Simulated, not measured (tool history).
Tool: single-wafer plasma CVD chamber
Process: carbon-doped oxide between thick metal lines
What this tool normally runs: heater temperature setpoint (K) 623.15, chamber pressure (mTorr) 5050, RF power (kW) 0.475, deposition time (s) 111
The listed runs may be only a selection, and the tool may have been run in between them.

| run | hour | heater temperature setpoint (K) | chamber pressure (mTorr) | RF power (kW) | deposition time (s) | read-back reference wafer on the same gauge, thickness_nm | mean film thickness on the monitor wafer (Å) |
|---|---|---|---|---|---|---|---|
| 1 | 0 | 623.15 | 5050 | 0.475 | 111 | 491.018 | 4935.76 |
| 2 | 14.1 | 623.15 | 5050 | 0.475 | 111 | 490.804 | 4924.57 |
|  | 23.8 | gauge calibrated |
| 3 | 24.5 | 623.15 | 5050 | 0.475 | 111 | 490.704 | 4925.46 |
| 4 | 39.8 | 623.15 | 5050 | 0.475 | 111 | 490.864 | 4920.46 |
| 5 | 51.5 | 623.15 | 5050 | 0.475 | 111 | 491.069 | 4901.06 |
|  | 62.2 | RF generator calibrated |
| 6 | 64.7 | 633.15 | 5050 | 0.475 | 128 | 490.961 | 5997.59 |
|  | 87.1 | showerhead replaced |
| 7 | 87.6 | 623.15 | 5050 | 0.475 | 94 | 490.943 | 4496.44 |
| 8 | 87.9 | 615.15 | 5960 | 0.385 | 102 | 491.065 | 4423.45 |
| 9 | 94.1 | 623.15 | 5050 | 0.475 | 111 | 490.954 | 5308.95 |
|  | 106.1 | capacitance manometer re-zeroed and calibrated |
|  | 113.2 | thermocouple changed; heater temperature recalibrated |
| 10 | 113.7 | 623.15 | 5050 | 0.51 | 111 | 490.912 | 5551.69 |
| 11 | 114 | 623.15 | 5050 | 0.535 | 111 | 490.925 | 5745.12 |
| 12 | 128.3 | 618.15 | 4260 | 0.385 | 90 | 491.06 | 3567.2 |
|  | 136.2 | gauge calibrated |
| 13 | 138.7 | 614.15 | 5490 | 0.475 | 111 | 491.097 | 5537.73 |
| 14 | 156.4 | 631.15 | 4360 | 0.43 | 95 | 490.799 | 3999.59 |
| 15 | 197.4 | 623.15 | 5050 | 0.475 | 111 | 490.79 | 5311.45 |

Alternative continuations, all from the tool just after run 15; predict every row:
| A | 197.8 | 623.15 | 5050 | 0.505 | 111 | ? | ? |
| B | 197.8 | 637.15 | 5050 | 0.445 | 117 | ? | ? |
| C | 197.8 | 623.15 | 6180 | 0.475 | 92 | ? | ? |
| D | 197.8 | 623.15 | 4040 | 0.565 | 111 | ? | ? |

| run | read-back reference wafer on the same gauge, thickness_nm | mean film thickness on the monitor wafer (Å) |
|---|---|---|
| A | 491.159 | 5523.27 |
| B | 491.159 | 5187.76 |
| C | 491.159 | 4574.69 |
| D | 491.159 | 5587.88 |
Take away the tool's hidden state, keep each run's random variation, and the runs would have read:
| run | mean film thickness on the monitor wafer (Å) |
|---|---|
| A | 5536.88 |
| B | 5202.92 |
| C | 4586.2 |
| D | 5601.21 |
